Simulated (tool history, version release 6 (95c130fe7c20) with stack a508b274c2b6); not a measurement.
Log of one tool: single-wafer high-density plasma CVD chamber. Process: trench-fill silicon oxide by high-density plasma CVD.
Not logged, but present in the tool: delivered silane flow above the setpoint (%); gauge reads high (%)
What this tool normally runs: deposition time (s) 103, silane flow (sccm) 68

run      day  deposition time (s)  silane flow (sccm)  wafers since the last listed run  hours since the silane flow controller was replaced  hours since the gauge calibration  read-back reference wafer on the same gauge, thickness_nm  mean film thickness on the monitor wafer (angstrom)
  1    0.000                  103                  68                                 0                                               2802.0                              658.9                                                    853.707                                              7098.33
  2    2.979                  103                  68                               770                                               2873.5                              730.4                                                    853.301                                              7075.33
  3    5.371                  103                  68                               618                                               2930.9                              787.8                                                    852.947                                              7081.01
  4    9.517                  103                  68                              1071                                               3030.4                              887.3                                                    853.879                                              7130.98
  5   12.625                  103                  68                               803                                               3105.0                              961.9                                                    853.374                                              7101.38
  6   14.271                  103                  68                               425                                               3144.5                             1001.4                                                    852.540                                              7116.71
  7   16.217                  103                  68                               503                                               3191.2                             1048.1                                                    852.833                                              7085.20
  8   19.096                   96                  68                               744                                               3260.3                             1117.2                                                    852.415                                              6649.46
  9   22.746                   96                  68                               943                                               3347.9                             1204.8                                                    853.446                                              6634.32
 10   24.354                  103                  77                               415                                               3386.5                             1243.4                                                    853.221                                              7983.18
 11   27.508                  103                  77                               815                                               3462.2                             1319.1                                                    853.280                                              7967.68
 12   31.938                   89                  68                              1144                                               3568.5                             1425.4                                                    852.811                                              6115.20
 13   34.592                   89                  68                               686                                               3632.2                             1489.1                                                    853.109                                              6139.73
 14   37.700                   89                  68                               803                                               3706.8                             1563.7                                                    853.273                                              6071.89
 15   39.838                  103                  68                               552                                               3758.1                             1615.0                                                    853.106                                              7092.37
 16   42.317                  103                  68                               640                                               3817.6                             1674.5                                                    853.214                                              7095.79
 17   46.371                  110                  60                              1048                                               3914.9                             1771.8                                                    852.667                                              6671.85
 18   49.088                  103                  68                               702                                               3980.1                             1837.0                                                    852.830                                              7128.31
 19   50.821                  103                  68                               448                                               4021.7                             1878.6                                                    853.373                                              7066.39
      52.188  -- gauge calibrated
 20   53.925                  103                  68                               802                                               4096.2                               41.7                                                    852.574                                              7104.26
 21   56.383                  103                  68                               635                                               4155.2                              100.7                                                    852.314                                              7068.39
 22   60.058                  109                  80                               950                                               4243.4                              188.9                                                    852.513                                              8695.70
 23   63.775                   83                  63                               960                                               4332.6                              278.1                                                    853.139                                              5299.04
 24   66.083                  103                  68                               596                                               4388.0                              333.5                                                    852.803                                              7050.53
 25   67.612                  123                  62                               395                                               4424.7                              370.2                                                    852.602                                              7729.49
 26   70.100                  103                  68                               643                                               4484.4                              429.9                                                    852.402                                              7026.14
 27   74.088                  103                  72                              1030                                               4580.1                              525.6                                                    852.932                                              7462.13
      76.267  -- silane flow controller replaced
 28   76.383                  103                  68                               507                                                  2.8                              580.7                                                    853.751                                              7235.84
 29   80.150                  115                  62                               973                                                 93.2                              671.1                                                    853.146                                              7427.03
 30   82.225                  115                  57                               536                                                143.0                              720.9                                                    853.295                                              6832.86
 31   85.708                  119                  64                               900                                                226.6                              804.5                                                    853.361                                              7919.83
 32   88.204                   86                  73                               645                                                286.5                              864.4                                                    853.556                                              6451.03
 33   92.596                  112                  80                              1135                                                391.9                              969.8                                                    852.871                                              9203.32
 34  102.383                   87                  80                              2530                                                626.8                             1204.7                                                    852.854                                              7142.19
 35  106.675                  114                  75                              1109                                                729.8                             1307.7                                                    852.089                                              8751.09
 36  108.625                   91                  72                               504                                                776.6                             1354.5                                                    852.683                                              6717.58
 37  111.367                   90                  79                               708                                                842.4                             1420.3                                                    853.419                                              7263.05
 38  114.862                  115                  73                               903                                                926.3                             1504.2                                                    853.406                                              8589.09
     118.425  -- gauge calibrated
 39  118.979                   89                  64                              1064                                               1025.1                               13.3                                                    853.532                                              5915.96
 40  121.621                  103                  68                               682                                               1088.5                               76.7                                                    852.324                                              7213.95
 41  125.058                   94                  78                               888                                               1171.0                              159.2                                                    852.958                                              7469.04
 42  129.025                  103                  68                              1025                                               1266.2                              254.4                                                    853.712                                              7170.53

Below, each run's measurement less what the same run would have read without the hidden state. Both values contain the same run-to-run variation, but the gauge's scatter may not be the same in both:
run  mean film thickness on the monitor wafer (angstrom)
  1                                              -104.75
  2                                              -107.04
  3                                              -109.23
  4                                              -113.67
  5                                              -115.94
  6                                              -117.64
  7                                              -118.84
  8                                              -113.92
  9                                              -116.67
 10                                              -142.00
 11                                              -144.86
 12                                              -114.56
 13                                              -117.06
 14                                              -118.13
 15                                              -139.88
 16                                              -142.15
 17                                              -137.05
 18                                              -148.85
 19                                              -149.10
 20                                              -152.67
 21                                              -154.09
 22                                              -193.57
 23                                              -120.44
 24                                              -162.30
 25                                              -179.43
 26                                              -165.30
 27                                              -179.31
 28                                               +19.26
 29                                               +16.41
 30                                               +13.40
 31                                               +12.22
 32                                                +8.02
 33                                                +6.59
 34                                                -3.31
 35                                                -8.58
 36                                                -8.17
 37                                               -11.24
 38                                               -16.92
 39                                               -14.60
 40                                               -20.11
 41                                               -23.93
 42                                               -26.42
